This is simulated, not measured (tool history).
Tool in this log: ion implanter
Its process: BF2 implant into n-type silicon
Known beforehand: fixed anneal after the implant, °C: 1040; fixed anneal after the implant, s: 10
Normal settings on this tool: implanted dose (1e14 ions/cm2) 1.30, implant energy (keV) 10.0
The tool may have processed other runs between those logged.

run	hour	implanted dose (1e14 ions/cm2)	implant energy (keV)	read-back reference wafer on the same gauge, sheet resistance	sheet resistance of the implanted and annealed layer (ohm/square)
1	0.0	1.45	10.0	843.23	703.23
2	14.3	1.55	8.0	843.49	680.42
3	34.4	1.55	8.0	843.26	681.56
4	47.3	1.55	8.0	843.64	679.04
5	61.8	1.30	10.0	843.22	772.50
6	96.4	1.30	10.0	843.94	771.40
7	126.0	1.30	10.0	843.85	775.79
8	159.6	1.30	10.0	843.42	773.56
9	190.3	1.30	10.0	844.81	773.29
10	211.4	1.30	10.0	844.03	774.63
11	246.4	1.30	10.0	843.90	774.80
12	258.6	1.47	13.0	843.84	670.71
13	284.2	1.47	13.0	830.46	662.43
14	314.8	1.30	10.0	831.31	763.40
15	348.1	1.30	10.0	832.82	762.19
16	378.9	1.30	10.0	833.30	766.61
17	404.3	1.30	10.0	834.30	767.78
18	436.2	1.08	9.0	835.32	918.92
19	462.8	1.30	10.0	835.75	769.28
20	495.4	1.30	10.0	836.50	771.43
21	516.2	1.43	13.0	836.59	682.94
22	545.5	1.30	10.0	838.53	769.65
23	568.1	1.30	11.0	837.92	755.11
24	597.6	1.05	6.5	838.67	987.64
25	663.7	1.55	8.5	840.06	673.20
26	690.3	1.30	10.0	839.27	770.27
27	716.3	1.46	11.5	840.16	681.92
28	745.4	1.40	8.5	840.58	739.66
29	771.5	1.68	7.0	840.63	647.88
30	866.7	1.01	12.0	841.27	935.21
31	886.3	1.06	11.5	841.30	905.51
32	903.4	1.50	8.5	842.80	696.05
33	936.8	1.08	9.0	841.54	922.74
34	951.2	0.95	13.0	841.58	973.26
35	966.9	1.18	11.5	841.68	825.02
36	994.5	0.95	10.0	841.08	1019.95

Between the runs listed above, the log contained 3 entries, not reproduced here. Where in the sequence does each belong, and how does what the log doesn't record of the tool's condition differ from the listed run before to the listed run after?
Run 12 -> run 13: gauge calibrated (hour 263.1)
  gauge reads high (%): 1.76 -> 0.0382
  difference, measured minus the result without the unlogged condition, sheet resistance of the implanted and annealed layer (ohm/square): +11.57 -> +0.25
Run 13 -> run 14: Faraday cup replaced and dose calibrated (hour 304.6); extraction supply calibrated (hour 307.0)
  gauge reads high (%): 0.0382 -> 0.183
  difference, measured minus the result without the unlogged condition, sheet resistance of the implanted and annealed layer (ohm/square): +0.25 -> +1.39
